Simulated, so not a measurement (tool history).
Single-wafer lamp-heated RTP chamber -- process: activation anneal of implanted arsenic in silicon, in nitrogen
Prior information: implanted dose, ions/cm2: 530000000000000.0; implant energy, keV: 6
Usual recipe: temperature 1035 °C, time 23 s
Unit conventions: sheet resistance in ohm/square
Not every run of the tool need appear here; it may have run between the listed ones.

run    hour  temperature  time  wafers since the last listed run  wafers since the last pyrometer calibration  wafers since the reflector plate was cleaned  hours since the gauge calibration  read-back reference wafer on the same gauge, sheet resistance  sheet resistance
  1       0         1055    23                                 0                                         2321                                           884                              476.2                                                         165.53            188.49
  2   104.7         1055    23                              2105                                         4426                                          2989                              580.9                                                         165.02            189.66
      231.9  -- pyrometer window cleaned and pyrometer calibrated
  3   233.7         1035    23                              2433                                           35                                          5423                              709.9                                                         164.63             195.4
  4   318.2         1043    13                              1699                                         1734                                          7122                              794.4                                                         164.39            201.65
  5   424.1         1043    13                              2129                                         3864                                          9252                              900.3                                                          164.2               202
  6   495.1         1043    13                              1427                                         5292                                         10680                              971.3                                                         164.21            202.09
      547.7  -- reflector plate cleaned
      551.6  -- pyrometer window cleaned and pyrometer calibrated
      707.5  -- gauge calibrated
  7   736.4         1035    23                              4614                                         3716                                          3716                               28.9                                                         169.76            201.71
  8   809.3         1035    23                              1466                                         5183                                          5183                              101.8                                                         168.81            200.02
      845.9  -- pyrometer window cleaned and pyrometer calibrated
  9   913.5         1035    23                              1934                                         1360                                          7117                                206                                                         167.46            200.18
 10   970.7         1020    18                              1150                                         2510                                          8268                              263.2                                                         166.95            210.24
 11  1065.7         1035    23                              1910                                         4421                                         10178                              358.2                                                         166.24            197.99
       1109  -- reflector plate cleaned
 12  1144.6         1035    28                              1425                                         5847                                           715                              437.1                                                         165.81            193.25
     1198.7  -- pyrometer window cleaned and pyrometer calibrated
 13  1220.9         1054    33                              1373                                          446                                          2089                              513.4                                                         165.43            184.25
 14  1280.7         1017    17                              1202                                         1649                                          3291                              573.2                                                         165.18            208.42
 15    1366         1006    17                              1715                                         3365                                          5007                              658.5                                                         164.85            213.54
 16  1428.6         1035    23                              1259                                         4624                                          6266                              721.1                                                         164.79            195.48
 17  1482.2         1019    12                              1077                                         5702                                          7344                              774.7                                                         164.53            213.12
     1548.9  -- pyrometer window cleaned and pyrometer calibrated
 18  1580.6         1035    36                              1818                                          638                                          9162                              873.1                                                         164.35            187.52
 19  1629.3         1021    11                               979                                         1617                                         10142                              921.8                                                          164.3            214.82
 20  1680.2         1035    18                              1023                                         2641                                         11165                              972.7                                                         164.24            199.34

Predict each of these 3 candidate next runs independently; none follows another, all start after run 20:
  A  1680.6         1050    23                                 8                                         2649                                         11173                              973.1                                                              ?                 ?
  B  1680.6         1007    23                                 8                                         2649                                         11173                              973.1                                                              ?                 ?
  C  1680.6         1065    11                                 8                                         2649                                         11173                              973.1                                                              ?                 ?

run  read-back reference wafer on the same gauge, sheet resistance  sheet resistance
  A                                                         164.28            189.09
  B                                                         164.28            206.15
  C                                                         164.28            195.92
Take away the tool's hidden state, keep each run's random variation, and the runs would have read:
run  sheet resistance
  A            195.74
  B             213.4
  C            202.81

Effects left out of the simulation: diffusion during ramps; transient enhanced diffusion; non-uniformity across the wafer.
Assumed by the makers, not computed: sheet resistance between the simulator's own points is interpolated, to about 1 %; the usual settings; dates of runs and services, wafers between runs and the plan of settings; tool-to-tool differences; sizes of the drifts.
